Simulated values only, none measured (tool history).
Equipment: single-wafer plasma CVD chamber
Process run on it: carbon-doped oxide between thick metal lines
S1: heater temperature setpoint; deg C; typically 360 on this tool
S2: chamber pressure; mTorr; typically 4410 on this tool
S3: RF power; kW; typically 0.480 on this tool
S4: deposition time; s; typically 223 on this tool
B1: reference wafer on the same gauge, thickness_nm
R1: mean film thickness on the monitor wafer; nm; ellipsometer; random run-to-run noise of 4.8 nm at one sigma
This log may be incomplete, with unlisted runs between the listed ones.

run 1 hour=0.0 | S1=360 S2=4410 S3=0.480 S4=223 | B1=919.335 | R1=963.263
run 2 hour=63.2 | S1=360 S2=4410 S3=0.480 S4=223 | B1=919.812 | R1=962.328
run 3 hour=113.5 | S1=360 S2=4410 S3=0.480 S4=223 | B1=919.187 | R1=963.943
run 4 hour=184.6 | S1=360 S2=4410 S3=0.480 S4=223 | B1=921.744 | R1=975.426
run 5 hour=234.3 | S1=360 S2=4410 S3=0.480 S4=223 | B1=920.679 | R1=962.739
run 6 hour=332.8 | S1=360 S2=4410 S3=0.480 S4=223 | B1=920.812 | R1=967.978
-- hour=381.1 capacitance manometer re-zeroed and calibrated
-- hour=389.5 gauge calibrated
run 7 hour=416.0 | S1=360 S2=4410 S3=0.480 S4=223 | B1=919.789 | R1=964.946
run 8 hour=517.4 | S1=360 S2=4410 S3=0.480 S4=223 | B1=918.745 | R1=963.021
run 9 hour=558.4 | S1=360 S2=4410 S3=0.480 S4=184 | B1=920.225 | R1=792.693
run 10 hour=659.7 | S1=360 S2=4410 S3=0.480 S4=223 | B1=918.377 | R1=960.941
run 11 hour=714.2 | S1=374 S2=4410 S3=0.455 S4=223 | B1=920.991 | R1=877.393
run 12 hour=788.6 | S1=360 S2=4410 S3=0.480 S4=223 | B1=920.357 | R1=958.000
-- hour=861.4 RF generator calibrated
run 13 hour=869.3 | S1=360 S2=4410 S3=0.480 S4=223 | B1=919.389 | R1=926.323
run 14 hour=930.5 | S1=360 S2=3410 S3=0.435 S4=223 | B1=921.156 | R1=802.013
run 15 hour=1008.8 | S1=360 S2=4410 S3=0.480 S4=223 | B1=920.643 | R1=909.570
run 16 hour=1101.2 | S1=360 S2=4410 S3=0.480 S4=223 | B1=920.344 | R1=911.750
run 17 hour=1156.3 | S1=360 S2=4410 S3=0.480 S4=223 | B1=921.205 | R1=900.894
run 18 hour=1210.5 | S1=351 S2=5070 S3=0.400 S4=266 | B1=920.629 | R1=941.629
-- hour=1301.4 showerhead replaced
-- hour=1349.9 RF generator calibrated, repeated, since the last time left the tool worse
-- hour=1392.3 thermocouple changed; heater temperature recalibrated
run 19 hour=1405.0 | S1=367 S2=4410 S3=0.420 S4=223 | B1=921.447 | R1=876.577
run 20 hour=1466.4 | S1=360 S2=4410 S3=0.480 S4=184 | B1=921.154 | R1=820.718
run 21 hour=1544.4 | S1=371 S2=5220 S3=0.395 S4=235 | B1=920.938 | R1=872.238
run 22 hour=1611.2 | S1=365 S2=3660 S3=0.410 S4=223 | B1=918.475 | R1=836.693
run 23 hour=1698.4 | S1=349 S2=3470 S3=0.480 S4=236 | B1=918.559 | R1=1055.015
run 24 hour=1798.7 | S1=360 S2=4720 S3=0.480 S4=251 | B1=920.535 | R1=1121.116
run 25 hour=1886.1 | S1=370 S2=3900 S3=0.505 S4=223 | B1=920.187 | R1=990.780
run 26 hour=1976.9 | S1=369 S2=5100 S3=0.480 S4=254 | B1=919.592 | R1=1134.541
run 27 hour=2066.4 | S1=360 S2=4410 S3=0.480 S4=223 | B1=917.981 | R1=985.772

5 options for the next run, each taken on its own from the tool as it stands now. Forecast them:
run A hour=2066.9 | S1=360 S2=4410 S3=0.480 S4=223 | B1=? | R1=?
run B hour=2066.9 | S1=366 S2=4720 S3=0.555 S4=242 | B1=? | R1=?
run C hour=2066.9 | S1=360 S2=5320 S3=0.480 S4=223 | B1=? | R1=?
run D hour=2066.9 | S1=360 S2=4410 S3=0.515 S4=223 | B1=? | R1=?
run E hour=2066.9 | S1=360 S2=3600 S3=0.480 S4=199 | B1=? | R1=?

run=A B1=919.520 R1=985.797
run=B B1=919.520 R1=1192.931
run=C B1=919.520 R1=1012.108
run=D B1=919.520 R1=1041.697
run=E B1=919.520 R1=857.416
What these runs would have given with no unlogged condition in the tool:
run=A R1=999.485
run=B R1=1208.631
run=C R1=1026.161
run=D R1=1055.849
run=E R1=869.321
